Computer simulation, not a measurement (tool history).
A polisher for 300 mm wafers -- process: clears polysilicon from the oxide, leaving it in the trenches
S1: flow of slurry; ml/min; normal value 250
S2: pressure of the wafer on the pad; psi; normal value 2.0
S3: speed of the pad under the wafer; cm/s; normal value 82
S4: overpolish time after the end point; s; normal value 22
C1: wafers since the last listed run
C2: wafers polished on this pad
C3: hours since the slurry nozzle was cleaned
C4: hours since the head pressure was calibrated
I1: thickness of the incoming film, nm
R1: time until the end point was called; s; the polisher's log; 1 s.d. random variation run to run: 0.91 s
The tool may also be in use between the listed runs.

run	hour	S1	S2	S3	S4	C1	C2	C3	C4	I1	R1
1	0.0	250	2.0	82	15	0	53	171.0	571.4	648.7	68.3
2	61.3	250	2.0	82	15	352	406	232.3	632.7	652.5	70.9
3	116.2	250	2.0	82	15	315	721	287.2	687.6	641.9	71.2
4	206.7	275	1.4	82	22	520	1242	377.7	778.1	651.7	93.3
5	277.9	250	2.0	100	22	409	1651	448.9	849.3	650.5	60.2
6	330.6	250	2.0	82	22	302	1954	501.6	902.0	650.7	73.8
7	422.7	250	2.0	82	22	529	2483	593.7	994.1	660.0	76.1
# hour 435.0: head pressure recalibrated
8	491.6	250	2.0	82	22	384	2868	662.6	56.6	652.8	76.0
9	550.9	250	2.0	82	22	340	3209	721.9	115.9	655.3	78.5
10	590.4	250	1.4	74	22	227	3436	761.4	155.4	658.0	114.6
# hour 611.9: slurry nozzle cleaned
11	643.2	250	1.4	74	22	297	3734	31.3	208.2	650.2	112.0
12	735.2	250	1.4	74	22	528	4262	123.3	300.2	642.1	110.8
# hour 741.0: worn pad replaced by a new one
13	827.1	250	2.2	82	22	505	495	215.2	392.1	643.7	65.8
14	910.0	250	2.6	82	26	476	971	298.1	475.0	657.9	60.3
15	983.5	250	1.7	82	22	422	1394	371.6	548.5	644.8	80.6
16	1084.6	185	2.0	82	22	581	1975	472.7	649.6	652.0	77.4
17	1146.4	165	2.0	82	9	355	2330	534.5	711.4	640.1	79.0
18	1187.6	250	2.0	82	22	236	2567	575.7	752.6	649.4	77.9
# hour 1273.6: slurry nozzle cleaned
# hour 1276.0: head pressure recalibrated
19	1509.9	250	2.0	82	22	1835	4403	236.3	233.9	655.5	78.7
# hour 1558.2: worn pad replaced by a new one
20	1591.6	250	2.4	102	15	446	191	318.0	315.6	645.5	48.4
21	1645.7	250	1.4	82	22	310	502	372.1	369.7	649.1	93.0
22	1683.7	250	1.6	82	22	218	721	410.1	407.7	639.7	83.8
23	1765.9	250	2.0	82	22	472	1193	492.3	489.9	652.4	75.0
24	1868.5	250	2.0	82	22	589	1783	594.9	592.5	649.0	77.5
25	1925.5	215	2.2	96	13	327	2111	651.9	649.5	649.9	62.4
26	2012.5	250	2.6	58	22	500	2611	738.9	736.5	648.9	88.9
# hour 2050.2: slurry nozzle cleaned
# hour 2089.8: head pressure recalibrated
27	2092.0	180	2.4	94	12	439	3051	41.8	2.2	651.3	59.0
28	2198.8	250	2.6	58	22	613	3665	148.6	109.0	650.7	91.4
# hour 2263.2: worn pad replaced by a new one
29	2506.6	180	2.0	102	22	1746	1398	456.4	416.8	647.7	59.0
30	2545.3	250	2.0	68	14	222	1621	495.1	455.5	657.6	93.7
31	2592.2	250	2.0	96	22	269	1890	542.0	502.4	640.9	63.1
32	2663.1	175	1.4	82	33	407	2298	612.9	573.3	653.7	97.5
# hour 2675.5: slurry nozzle cleaned
33	2706.6	250	2.0	82	22	244	2542	31.1	616.8	642.5	76.6
34	2769.2	250	2.0	82	22	359	2902	93.7	679.4	661.2	80.0
35	2873.6	250	2.0	82	14	600	3502	198.1	783.8	648.8	77.8

Give the tool's hidden conditions for every run:
slurry flow missing at the pad, %: 0 on each run
deviation of the head's pressure from its setpoint, %: 0 on each run
H1: removal rate lost through wear of the pad, %
run	H1
1	0.837
2	3.57
3	5.5
4	7.85
5	9.17
6	9.92
7	10.9
8	11.4
9	11.8
10	11.9
11	12.1
12	12.4
13	3.81
14	6.39
15	8.03
16	9.61
17	10.3
18	10.7
19	12.1
20	2.41
21	4.62
22	5.91
23	8.08
24	9.93
25	10.7
26	11.5
27	12
28	12.5
29	8.24
30	8.92
31	9.62
32	10.4
33	10.8
34	11.3
35	11.8
